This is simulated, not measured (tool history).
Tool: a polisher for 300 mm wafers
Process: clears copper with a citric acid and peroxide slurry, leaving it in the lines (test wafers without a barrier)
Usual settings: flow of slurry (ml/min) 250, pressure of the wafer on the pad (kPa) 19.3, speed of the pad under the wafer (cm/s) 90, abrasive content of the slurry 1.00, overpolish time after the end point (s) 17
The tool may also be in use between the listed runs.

run	hour	flow of slurry (ml/min)	pressure of the wafer on the pad (kPa)	speed of the pad under the wafer (cm/s)	abrasive content of the slurry	overpolish time after the end point (s)	incoming thickness of the incoming film, nm	time until the end point was called (s)	dishing of a wide line in a test structure (nm)
1	0.0	250	19.3	90	1.00	17	214.7	97.2	21.5
2	10.2	250	19.3	90	1.00	17	213.8	96.4	21.9
3	20.8	250	19.3	90	1.00	17	213.6	99.5	21.4
4	27.0	250	19.3	90	1.00	17	215.0	99.8	20.7
5	38.7	250	19.3	90	1.00	17	212.6	97.2	20.9
6	48.3	250	19.3	90	1.00	17	212.7	98.7	21.0
7	54.4	250	16.5	90	1.10	17	214.8	114.8	19.3
8	70.3	250	16.5	90	1.10	17	216.0	113.2	19.7
9	83.7	210	19.3	90	1.00	15	216.4	99.5	19.1
10	90.7	210	19.3	90	1.00	15	215.9	98.2	19.3
# hour 95.1: slurry nozzle cleaned
11	105.9	210	19.3	90	1.00	15	212.5	99.4	18.4
12	122.8	200	19.3	90	1.20	17	216.2	102.0	21.0
13	131.7	200	19.3	90	1.20	17	210.9	99.6	21.2
14	147.2	250	19.3	90	1.00	17	215.6	100.3	20.9
# hour 177.9: worn pad replaced by a new one
15	190.2	250	24.8	102	0.80	20	213.6	72.5	29.2
16	200.8	185	13.8	62	1.25	17	217.0	192.5	13.2
17	217.1	285	19.3	90	1.00	17	216.2	96.0	21.4
18	230.5	250	19.3	64	1.00	10	212.2	128.7	11.3
19	248.5	275	22.1	90	1.00	11	212.2	83.5	17.3
20	256.3	200	24.1	70	1.00	17	216.5	100.1	21.3
21	266.7	250	19.3	114	0.75	17	212.1	81.8	23.5
# hour 276.0: head pressure recalibrated
22	279.7	250	13.8	62	1.25	11	213.5	172.4	9.7
# hour 289.5: slurry blender recalibrated
23	295.8	315	15.9	76	1.00	17	215.1	129.2	17.0
24	304.7	250	19.3	104	1.00	27	213.3	85.1	30.0
25	322.2	250	15.2	102	0.75	17	218.8	117.4	18.9
# hour 337.3: worn pad replaced by a new one
26	337.8	250	23.4	58	1.00	17	217.7	116.5	18.7
27	348.3	295	19.3	90	1.00	17	212.2	97.1	21.2
28	363.3	250	23.4	90	1.00	17	215.0	81.5	24.5
29	373.6	250	19.3	90	1.00	17	218.6	102.6	21.1
30	390.3	250	19.3	90	1.00	9	216.5	99.9	13.1

Consider 3 possible next runs. They are alternatives, not a sequence: every one starts from the tool as it was left by run 30. What does each give?
A	390.8	250	19.3	90	1.00	17	214.4	?	?
B	390.8	250	19.3	104	1.25	17	214.4	?	?
C	390.8	250	19.3	90	1.25	17	214.4	?	?

run	time until the end point was called (s)	dishing of a wide line in a test structure (nm)
A	98.3	20.2
B	84.2	22.3
C	95.4	20.6
Without the tool's hidden state the same runs would have given:
run	time until the end point was called (s)	dishing of a wide line in a test structure (nm)
A	98.3	20.2
B	84.2	22.3
C	95.4	20.6
